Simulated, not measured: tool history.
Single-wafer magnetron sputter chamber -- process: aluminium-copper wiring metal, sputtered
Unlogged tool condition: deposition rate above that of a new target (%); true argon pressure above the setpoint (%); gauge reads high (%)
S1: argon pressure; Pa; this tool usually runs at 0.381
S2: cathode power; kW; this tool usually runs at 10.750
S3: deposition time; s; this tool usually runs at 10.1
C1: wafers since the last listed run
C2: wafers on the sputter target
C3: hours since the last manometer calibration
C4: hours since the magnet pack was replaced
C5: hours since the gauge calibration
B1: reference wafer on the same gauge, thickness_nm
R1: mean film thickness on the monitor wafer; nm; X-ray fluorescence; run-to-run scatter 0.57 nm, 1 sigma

run 1 hour=0.0 | S1=0.381 S2=10.750 S3=10.1 | C1=0 C2=8500 C3=814.3 C4=4620.6 C5=464.2 | B1=162.076 | R1=176.448
run 2 hour=44.4 | S1=0.381 S2=10.750 S3=10.1 | C1=1989 C2=10490 C3=858.7 C4=4665.0 C5=508.6 | B1=162.109 | R1=175.090
-- hour=59.3 sputter target and shields replaced
run 3 hour=110.3 | S1=0.381 S2=10.750 S3=10.1 | C1=2594 C2=2283 C3=924.6 C4=4730.9 C5=574.5 | B1=162.040 | R1=178.169
run 4 hour=135.8 | S1=0.381 S2=10.750 S3=10.1 | C1=1142 C2=3425 C3=950.1 C4=4756.4 C5=600.0 | B1=162.136 | R1=177.386
run 5 hour=165.3 | S1=0.381 S2=10.750 S3=11.1 | C1=1321 C2=4747 C3=979.6 C4=4785.9 C5=629.5 | B1=161.978 | R1=194.107
run 6 hour=205.7 | S1=0.381 S2=10.750 S3=11.1 | C1=1810 C2=6557 C3=1020.0 C4=4826.3 C5=669.9 | B1=161.966 | R1=194.486
run 7 hour=272.4 | S1=0.381 S2=10.750 S3=10.9 | C1=2988 C2=9545 C3=1086.7 C4=4893.0 C5=736.6 | B1=161.990 | R1=189.938
-- hour=285.8 sputter target and shields replaced
run 8 hour=316.5 | S1=0.381 S2=10.750 S3=10.9 | C1=1617 C2=1374 C3=1130.8 C4=4937.1 C5=780.7 | B1=162.080 | R1=191.878
run 9 hour=351.0 | S1=0.381 S2=10.750 S3=10.1 | C1=1545 C2=2920 C3=1165.3 C4=4971.6 C5=815.2 | B1=161.890 | R1=178.394
run 10 hour=378.7 | S1=0.381 S2=10.750 S3=10.1 | C1=1241 C2=4161 C3=1193.0 C4=4999.3 C5=842.9 | B1=161.917 | R1=177.317
run 11 hour=433.0 | S1=0.381 S2=10.750 S3=10.1 | C1=2432 C2=6594 C3=1247.3 C4=5053.6 C5=897.2 | B1=162.028 | R1=176.058
run 12 hour=470.2 | S1=0.381 S2=10.750 S3=10.1 | C1=1666 C2=8261 C3=1284.5 C4=5090.8 C5=934.4 | B1=162.081 | R1=176.358
-- hour=502.4 magnet pack replaced
-- hour=535.2 sputter target and shields replaced
run 13 hour=537.7 | S1=0.381 S2=10.750 S3=10.1 | C1=2307 C2=110 C3=1352.0 C4=35.3 C5=1001.9 | B1=161.900 | R1=178.659
run 14 hour=588.0 | S1=0.327 S2=13.300 S3=10.1 | C1=2253 C2=2364 C3=1402.3 C4=85.6 C5=1052.2 | B1=162.058 | R1=225.383
run 15 hour=659.7 | S1=0.381 S2=10.750 S3=10.1 | C1=3212 C2=5576 C3=1474.0 C4=157.3 C5=1123.9 | B1=162.085 | R1=177.579
run 16 hour=684.8 | S1=0.453 S2=10.750 S3=10.1 | C1=1124 C2=6700 C3=1499.1 C4=182.4 C5=1149.0 | B1=162.020 | R1=169.471
run 17 hour=742.7 | S1=0.483 S2=9.550 S3=11.9 | C1=2594 C2=9295 C3=1557.0 C4=240.3 C5=1206.9 | B1=161.954 | R1=173.489
-- hour=771.5 sputter target and shields replaced
-- hour=801.1 gauge calibrated
-- hour=802.5 capacitance manometer re-zeroed and calibrated
run 18 hour=803.0 | S1=0.381 S2=10.750 S3=10.1 | C1=1984 C2=1052 C3=0.5 C4=300.6 C5=1.9 | B1=161.984 | R1=177.524
run 19 hour=857.2 | S1=0.381 S2=10.750 S3=10.1 | C1=2428 C2=3481 C3=54.7 C4=354.8 C5=56.1 | B1=162.115 | R1=176.305
run 20 hour=881.2 | S1=0.381 S2=10.750 S3=9.2 | C1=1075 C2=4556 C3=78.7 C4=378.8 C5=80.1 | B1=161.977 | R1=161.118
run 21 hour=908.6 | S1=0.301 S2=10.750 S3=10.1 | C1=1227 C2=5784 C3=106.1 C4=406.2 C5=107.5 | B1=161.951 | R1=184.754
run 22 hour=933.3 | S1=0.440 S2=10.750 S3=10.1 | C1=1106 C2=6890 C3=130.8 C4=430.9 C5=132.2 | B1=162.074 | R1=170.924
run 23 hour=973.2 | S1=0.232 S2=10.750 S3=11.6 | C1=1787 C2=8678 C3=170.7 C4=470.8 C5=172.1 | B1=162.006 | R1=218.774
-- hour=985.2 sputter target and shields replaced
run 24 hour=1039.8 | S1=0.381 S2=11.800 S3=10.1 | C1=2625 C2=2445 C3=237.3 C4=537.4 C5=238.7 | B1=162.117 | R1=195.242
run 25 hour=1069.4 | S1=0.381 S2=10.750 S3=10.1 | C1=1326 C2=3772 C3=266.9 C4=567.0 C5=268.3 | B1=161.916 | R1=178.035
run 26 hour=1125.3 | S1=0.381 S2=13.400 S3=10.1 | C1=2504 C2=6276 C3=322.8 C4=622.9 C5=324.2 | B1=162.028 | R1=221.170
run 27 hour=1168.9 | S1=0.381 S2=10.750 S3=10.1 | C1=1953 C2=8229 C3=366.4 C4=666.5 C5=367.8 | B1=162.050 | R1=176.117

Forecast each of these 3 alternatives for the next run:
run A hour=1169.3 | S1=0.381 S2=9.900 S3=10.1 | C1=17 C2=8247 C3=366.8 C4=666.9 C5=368.2 | B1=? | R1=?
run B hour=1169.3 | S1=0.381 S2=10.750 S3=10.7 | C1=17 C2=8247 C3=366.8 C4=666.9 C5=368.2 | B1=? | R1=?
run C hour=1169.3 | S1=0.237 S2=11.500 S3=8.1 | C1=17 C2=8247 C3=366.8 C4=666.9 C5=368.2 | B1=? | R1=?

run=A B1=161.889 R1=162.065
run=B B1=161.889 R1=186.434
run=C B1=161.889 R1=162.994
With the hidden condition removed and each run's random variation left untouched, the same runs would have given:
run=A R1=163.693
run=B R1=188.307
run=C R1=164.631
